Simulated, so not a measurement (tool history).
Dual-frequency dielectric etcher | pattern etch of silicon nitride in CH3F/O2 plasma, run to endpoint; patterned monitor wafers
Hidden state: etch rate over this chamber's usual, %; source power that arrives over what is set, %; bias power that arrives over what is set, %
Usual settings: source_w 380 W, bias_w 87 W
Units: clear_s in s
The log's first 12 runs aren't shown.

run	hour	source_w	bias_w	wafers since the last listed run	hours since the last wet clean	hours since the last source power generator calibration	hours since the last bias power generator calibration	hours since the last upper electrode change	incoming incoming film thickness, nm	clear_s
13	903.5	380	87	706	288	4519.7	3447.4	4668.4	77.7	88.8
# hour 928: upper electrode replaced
14	941.2	380	87	94	325.7	4557.4	3485.1	13.2	78.9	90.2
15	1025.4	380	87	582	409.9	4641.6	3569.3	97.4	78.5	89.8
# hour 1056.6: wet clean of the chamber
# hour 1068.7: source power generator calibrated
16	1113.8	380	87	418	57.2	45.1	3657.7	185.8	78.6	87.9
17	1183.8	440	95	484	127.2	115.1	3727.7	255.8	79.2	82.2
18	1228.1	340	66	306	171.5	159.4	3772	300.1	78.1	100.7
19	1284.6	310	104	391	228	215.9	3828.5	356.6	78.4	89
20	1378.4	310	87	649	321.8	309.7	3922.3	450.4	78.6	95.7
# hour 1416.8: bias power generator calibrated
# hour 1489.7: wet clean of the chamber
21	1490.2	380	87	580	0.5	421.5	73.4	562.2	77.9	86.6
22	1539.2	340	78	339	49.5	470.5	122.4	611.2	78.6	94.2
23	1601.8	410	87	433	112.1	533.1	185	673.8	78.5	86.4
24	1654.9	380	87	367	165.2	586.2	238.1	726.9	78.4	88.3
25	1733.4	380	87	543	243.7	664.7	316.6	805.4	78.4	88.9
26	1838.4	310	98	726	348.7	769.7	421.6	910.4	77.9	90.7
# hour 1884.8: wet clean of the chamber
27	1919.8	340	99	397	35	851.1	503	991.8	78	85.5
28	2002.1	450	87	569	117.3	933.4	585.3	1074.1	78.6	82.6
29	2058.7	310	93	391	173.9	990	641.9	1130.7	78.4	91.6
30	2134.6	320	87	525	249.8	1065.9	717.8	1206.6	78.6	93.4
31	2204.5	410	103	483	319.7	1135.8	787.7	1276.5	78.5	80.9
# hour 2296.2: wet clean of the chamber
32	2306.4	320	95	539	10.2	1237.7	889.6	1378.4	79.5	90.6

5 ways to go on from here, each from the tool as it stands after run 32. What would each give?
A	2306.9	380	99	3	10.7	1238.2	890.1	1378.9	78.2	?
B	2306.9	380	104	3	10.7	1238.2	890.1	1378.9	78.2	?
C	2306.9	320	79	3	10.7	1238.2	890.1	1378.9	78.2	?
D	2306.9	300	87	3	10.7	1238.2	890.1	1378.9	78.2	?
E	2306.9	470	87	3	10.7	1238.2	890.1	1378.9	78.2	?

run	clear_s
A	82.9
B	81.4
C	95.2
D	93.9
E	80.8
Without the tool's hidden state the same runs would have given:
run	clear_s
A	82.8
B	81.3
C	95.2
D	93.9
E	80.8

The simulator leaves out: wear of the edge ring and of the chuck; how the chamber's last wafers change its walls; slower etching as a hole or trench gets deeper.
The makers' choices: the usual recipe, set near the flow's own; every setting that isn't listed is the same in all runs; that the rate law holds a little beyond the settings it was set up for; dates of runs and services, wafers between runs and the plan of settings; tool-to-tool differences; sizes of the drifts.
